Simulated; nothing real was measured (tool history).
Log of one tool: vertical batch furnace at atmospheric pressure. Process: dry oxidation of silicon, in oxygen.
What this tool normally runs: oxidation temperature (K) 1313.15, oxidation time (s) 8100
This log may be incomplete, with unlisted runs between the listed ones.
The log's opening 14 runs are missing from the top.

run   hour  oxidation temperature (K)  oxidation time (s)  wafers since the last listed run  hours since the last temperature calibration  hours since the boat lift was adjusted  hours since the gauge calibration  read-back reference wafer on the same gauge, thickness  oxide thickness on the monitor wafer (nm)
 15  258.7                    1298.15                8100                               156                                        3042.2                                  4030.6                              670.4                                                  145.97                                        114
 16  286.7                    1329.15                8100                               252                                        3070.2                                  4058.6                              698.4                                                  145.97                                     146.14
 17  298.9                    1329.15                8100                               109                                        3082.4                                  4070.8                              710.6                                                  145.97                                     146.01
 18  311.8                    1313.15                8100                               116                                        3095.3                                  4083.7                              723.5                                                  146.01                                     129.24
     344.9  -- thermocouples replaced and temperature profile calibrated
     345.9  -- boat lift adjusted
 19  346.4                    1303.15                8100                                86                                           1.5                                     0.5                              758.1                                                  146.08                                     121.82
 20  363.2                    1313.15                8100                               151                                          18.3                                    17.3                              774.9                                                  146.03                                     132.42
     366.2  -- gauge calibrated
 21  382.3                    1296.15                6510                               172                                          37.4                                    36.4                               16.1                                                  145.99                                      99.66
 22  402.8                    1313.15                8100                               184                                          57.9                                    56.9                               36.6                                                  146.01                                     132.16
 23  423.6                    1334.15               10830                               187                                          78.7                                    77.7                               57.4                                                  145.96                                     186.56
     454.2  -- thermocouples replaced and temperature profile calibrated, repeated, since the last time left the tool worse
 24  454.7                    1313.15                8100                                64                                           0.5                                   108.8                               88.5                                                  145.97                                     125.65
 25  461.4                    1333.15                8100                                60                                           7.2                                   115.5                               95.2                                                  145.98                                     146.93
 26  475.7                    1321.15               10770                               128                                          21.5                                   129.8                              109.5                                                  145.99                                     161.23
 27  497.7                    1335.15                8100                               198                                          43.5                                   151.8                              131.5                                                  145.99                                     149.59
 28  521.2                    1313.15               10440                               211                                            67                                   175.3                                155                                                  146.05                                     148.67
 29  537.2                    1313.15                9120                               144                                            83                                   191.3                                171                                                  145.98                                     136.22
 30  548.5                    1328.15               10140                               101                                          94.3                                   202.6                              182.3                                                  145.98                                     163.56
 31  569.2                    1289.15                9510                               186                                           115                                   223.3                                203                                                  146.01                                     114.52
 32  593.8                    1293.15               10620                               221                                         139.6                                   247.9                              227.6                                                  145.95                                     127.68
 33  605.1                    1313.15                8100                               101                                         150.9                                   259.2                              238.9                                                  145.97                                     126.25
 34  619.8                    1324.15                5040                               132                                         165.6                                   273.9                              253.6                                                  146.02                                     101.38
 35  631.2                    1313.15                8100                               102                                           177                                   285.3                                265                                                     146                                     126.37
 36  644.9                    1337.15                6810                               123                                         190.7                                     299                              278.7                                                  145.99                                     136.29

Forecast each of these 4 alternatives for the next run:
  A   651                    1313.15                6180                                54                                         196.8                                   305.1                              284.8                                                       ?                                          ?
  B   651                    1329.15                4620                                54                                         196.8                                   305.1                              284.8                                                       ?                                          ?
  C   651                    1291.15                4170                                54                                         196.8                                   305.1                              284.8                                                       ?                                          ?
  D   651                    1330.15                6150                                54                                         196.8                                   305.1                              284.8                                                       ?                                          ?

run  read-back reference wafer on the same gauge, thickness  oxide thickness on the monitor wafer (nm)
  A                                                  146.05                                     105.89
  B                                                  146.05                                      99.92
  C                                                  146.05                                      67.53
  D                                                  146.05                                     121.01
With the hidden condition removed and each run's random variation left untouched, the same runs would have given:
run  oxide thickness on the monitor wafer (nm)
  A                                     105.38
  B                                      99.46
  C                                      67.17
  D                                     120.46
